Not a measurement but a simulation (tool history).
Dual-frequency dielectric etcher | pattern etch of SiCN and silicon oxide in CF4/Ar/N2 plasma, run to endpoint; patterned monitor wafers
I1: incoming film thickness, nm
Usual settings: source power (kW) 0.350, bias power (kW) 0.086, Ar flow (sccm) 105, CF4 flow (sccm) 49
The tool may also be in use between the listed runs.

Run 1, hour 0.0: usual settings; I1 9.13. Result: endpoint time (s) 13.2.
Run 2, hour 57.3: usual settings; I1 9.09. Result: endpoint time (s) 13.3.
Run 3, hour 92.1: usual settings; I1 9.14. Result: endpoint time (s) 13.5.
Run 4, hour 120.7: usual settings; I1 9.13. Result: endpoint time (s) 13.5.
Run 5, hour 159.1: usual settings but source power (kW) 0.320; I1 9.10. Result: endpoint time (s) 14.2.
Run 6, hour 221.5: usual settings but source power (kW) 0.320; I1 9.11. Result: endpoint time (s) 14.3.
Run 7, hour 269.4: usual settings but Ar flow (sccm) 116; I1 9.15. Result: endpoint time (s) 13.9.
Run 8, hour 295.6: usual settings but Ar flow (sccm) 116; I1 9.12. Result: endpoint time (s) 13.9.
Run 9, hour 351.7: usual settings but Ar flow (sccm) 116; I1 9.13. Result: endpoint time (s) 13.9.
Run 10, hour 387.3: usual settings; I1 9.11. Result: endpoint time (s) 13.7.
Run 11, hour 456.5: usual settings; I1 9.17. Result: endpoint time (s) 14.0.
Run 12, hour 510.8: usual settings but source power (kW) 0.310, bias power (kW) 0.105, Ar flow (sccm) 81; I1 9.14. Result: endpoint time (s) 13.5.
At hour 547.2: wet clean of the chamber.
At hour 551.5: upper electrode replaced.
At hour 585.8: Ar flow controller replaced.
At hour 587.8: source power generator calibrated.
Run 13, hour 588.3: usual settings but source power (kW) 0.310, bias power (kW) 0.064, Ar flow (sccm) 85; I1 9.07. Result: endpoint time (s) 14.8.
Run 14, hour 621.6: usual settings; I1 9.07. Result: endpoint time (s) 13.2.
Run 15, hour 667.9: usual settings but source power (kW) 0.290, bias power (kW) 0.100, Ar flow (sccm) 82, CF4 flow (sccm) 44; I1 9.07. Result: endpoint time (s) 13.7.
Run 16, hour 726.4: usual settings but source power (kW) 0.380, bias power (kW) 0.105, Ar flow (sccm) 125; I1 9.03. Result: endpoint time (s) 12.1.
Run 17, hour 797.3: usual settings but bias power (kW) 0.080, Ar flow (sccm) 91, CF4 flow (sccm) 60; I1 9.14. Result: endpoint time (s) 13.2.
At hour 803.8: CF4 flow controller replaced.
Run 18, hour 821.9: usual settings but source power (kW) 0.270, Ar flow (sccm) 98, CF4 flow (sccm) 43; I1 9.05. Result: endpoint time (s) 15.5.
At hour 878.0: bias power generator calibrated.
Run 19, hour 972.4: usual settings but source power (kW) 0.380, bias power (kW) 0.103, Ar flow (sccm) 119; I1 9.18. Result: endpoint time (s) 12.6.
Run 20, hour 1011.2: usual settings but source power (kW) 0.390, bias power (kW) 0.067, Ar flow (sccm) 124, CF4 flow (sccm) 45; I1 9.09. Result: endpoint time (s) 14.5.

Forecast run 21:
Run 21, hour 1101.6: usual settings but source power (kW) 0.270, bias power (kW) 0.094; I1 9.12. Result: endpoint time (s) ?.

Run 21 gave endpoint time (s) 15.7.
Without the tool's hidden state the same run would have given endpoint time (s) 14.8.
